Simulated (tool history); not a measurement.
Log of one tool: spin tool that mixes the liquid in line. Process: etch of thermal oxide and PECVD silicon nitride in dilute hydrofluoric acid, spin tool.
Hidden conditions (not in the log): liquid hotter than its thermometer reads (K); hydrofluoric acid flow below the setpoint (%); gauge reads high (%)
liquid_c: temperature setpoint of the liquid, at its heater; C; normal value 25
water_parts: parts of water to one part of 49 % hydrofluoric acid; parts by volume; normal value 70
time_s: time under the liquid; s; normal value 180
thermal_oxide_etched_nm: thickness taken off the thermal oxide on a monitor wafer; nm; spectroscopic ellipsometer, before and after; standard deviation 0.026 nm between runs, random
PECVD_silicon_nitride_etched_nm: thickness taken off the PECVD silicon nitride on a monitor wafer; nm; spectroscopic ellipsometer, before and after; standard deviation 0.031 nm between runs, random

run	hour	liquid_c	water_parts	time_s	wafers since the last listed run	hours since the thermometer was replaced	hours since the hydrofluoric acid flow meter was replaced	hours since the gauge calibration	read-back film thickness of the thermal oxide reference wafer, read on the same gauge (nm)	read-back film thickness of the PECVD silicon nitride reference wafer, read on the same gauge (nm)	thermal_oxide_etched_nm	PECVD_silicon_nitride_etched_nm
1	0	25	70	180	0	2893.7	386	201.4	59.99	119.99	13.37	7.55
2	8.5	25	70	180	45	2902.2	394.5	209.9	59.99	120	13.35	7.47
3	26.2	25	70	180	95	2919.9	412.2	227.6	60.02	120.02	13.39	7.48
4	42.8	21	70	230	89	2936.5	428.8	244.2	60.01	119.98	14.56	7.37
5	59.8	21	70	230	91	2953.5	445.8	261.2	60	120.01	14.59	7.35
6	67.5	21	70	230	41	2961.2	453.5	268.9	59.97	119.99	14.57	7.37
7	83.4	25	70	180	85	2977.1	469.4	284.8	60	120	13.42	7.47
8	99.4	25	70	180	86	2993.1	485.4	300.8	60.03	120	13.37	7.48
9	127.2	25	80	180	149	3020.9	513.2	328.6	60.01	120.01	11.51	6.56
# hour 128.7: gauge calibrated
# hour 136.3: thermometer replaced
10	139.6	25	70	180	61	3.3	525.6	10.9	60.03	120	12.31	6.59
11	150.9	21	70	230	60	14.6	536.9	22.2	59.99	119.99	13.36	6.41
12	166.3	25	50	180	83	30	552.3	37.6	60	120.04	17.78	9.16
13	179.4	20	40	180	70	43.1	565.4	50.7	59.99	119.97	18.32	8.07
14	196.9	25	70	180	94	60.6	582.9	68.2	59.99	119.98	12.3	6.6
15	211.2	26.5	60	75	77	74.9	597.2	82.5	60	119.99	6.47	3.54
# hour 212.6: hydrofluoric acid flow meter replaced
16	217.3	25	70	180	27	81	4.7	88.6	59.99	119.96	12.59	6.7
17	252.8	22	40	220	191	116.5	40.2	124.1	59.98	119.97	24.64	11.53
18	264.2	21	70	230	61	127.9	51.6	135.5	60	120	13.67	6.47
19	291.4	25	70	95	146	155.1	78.8	162.7	59.99	120	6.64	3.52
20	300.3	25	70	85	47	164	87.7	171.6	60	120.01	5.94	3.18

Below are 4 alternative next runs, each starting from the tool's condition after run 20. Predict each:
A	300.8	25	70	180	2	164.5	88.2	172.1	?	?	?	?
B	300.8	20	50	220	2	164.5	88.2	172.1	?	?	?	?
C	300.8	27.5	40	180	2	164.5	88.2	172.1	?	?	?	?
D	300.8	25	35	260	2	164.5	88.2	172.1	?	?	?	?

run	read-back film thickness of the thermal oxide reference wafer, read on the same gauge (nm)	read-back film thickness of the PECVD silicon nitride reference wafer, read on the same gauge (nm)	thermal_oxide_etched_nm	PECVD_silicon_nitride_etched_nm
A	59.97	120.01	12.56	6.69
B	59.97	120.01	17.94	8.1
C	59.97	120.01	25.34	13.68
D	59.97	120.01	38.05	19.06
Had the tool no hidden state, the same runs would have come out as:
run	thermal_oxide_etched_nm	PECVD_silicon_nitride_etched_nm
A	12.41	6.54
B	17.71	7.91
C	25.04	13.38
D	37.59	18.64

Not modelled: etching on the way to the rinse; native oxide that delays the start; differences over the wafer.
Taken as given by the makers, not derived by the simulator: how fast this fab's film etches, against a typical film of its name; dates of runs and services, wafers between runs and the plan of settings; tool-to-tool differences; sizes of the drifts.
